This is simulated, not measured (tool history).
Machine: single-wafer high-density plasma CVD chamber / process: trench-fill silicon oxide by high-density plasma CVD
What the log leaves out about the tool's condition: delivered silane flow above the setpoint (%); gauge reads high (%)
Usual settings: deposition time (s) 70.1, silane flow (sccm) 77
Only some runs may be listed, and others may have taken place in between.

run	hour	deposition time (s)	silane flow (sccm)	wafers since the last listed run	hours since the silane flow controller was replaced	hours since the gauge calibration	read-back reference wafer on the same gauge, thickness_nm	mean film thickness on the monitor wafer (Å)
1	0.0	74.1	69	0	1949.3	320.4	462.099	4789.22
2	42.9	74.1	69	857	1992.2	363.3	462.118	4785.46
3	74.0	74.1	69	621	2023.3	394.4	461.940	4776.70
4	104.7	70.1	67	613	2054.0	425.1	461.963	4420.27
5	227.1	70.1	77	2447	2176.4	547.5	462.294	4964.11
6	287.0	70.1	77	1197	2236.3	607.4	461.788	4970.04
7	351.0	70.1	77	1279	2300.3	671.4	462.003	4978.97
8	382.8	70.1	77	635	2332.1	703.2	461.848	4971.10
9	443.0	70.1	77	1203	2392.3	763.4	462.330	4980.01
10	508.7	70.1	77	1313	2458.0	829.1	461.603	4991.59
11	537.8	70.1	77	581	2487.1	858.2	461.880	4965.64
12	594.7	70.1	77	1137	2544.0	915.1	461.863	4966.72
13	628.0	79.6	85	665	2577.3	948.4	461.686	6178.85
# hour 640.8: silane flow controller replaced
14	688.9	79.6	85	1057	48.1	1009.3	462.141	5984.66
15	741.3	70.1	77	1047	100.5	1061.7	461.924	4827.89
16	765.6	70.1	77	485	124.8	1086.0	461.969	4808.23
17	827.6	79.2	77	1239	186.8	1148.0	462.432	5423.27
18	885.1	79.2	77	1149	244.3	1205.5	462.001	5432.97
19	914.1	81.1	84	579	273.3	1234.5	461.789	5974.51
20	945.5	77.0	62	627	304.7	1265.9	462.001	4373.21
21	1006.5	70.1	77	1219	365.7	1326.9	461.646	4779.91
# hour 1046.8: silane flow controller replaced, repeated, since the last time left the tool worse
22	1066.6	70.1	77	1041	19.8	1387.0	461.883	5160.83
# hour 1093.5: gauge calibrated
23	1109.3	58.0	86	853	62.5	15.8	461.682	4712.14
24	1157.4	78.1	66	961	110.6	63.9	461.856	5029.79
25	1223.1	64.0	84	1313	176.3	129.6	462.192	5080.41
26	1280.3	75.4	70	1143	233.5	186.8	462.245	5100.17
27	1340.2	74.5	90	1197	293.4	246.7	462.678	6297.31
28	1366.7	70.1	63	529	319.9	273.2	462.278	4301.43

Predict the results of run 29:
29	1421.6	78.8	82	1097	374.8	328.1	?	?

{"run 29": {"read-back reference wafer on the same gauge, thickness_nm": 461.985, "mean film thickness on the monitor wafer (Å)": 6098.76}}
With no hidden state in the tool, this same run would have given mean film thickness on the monitor wafer (Å) 6115.51.
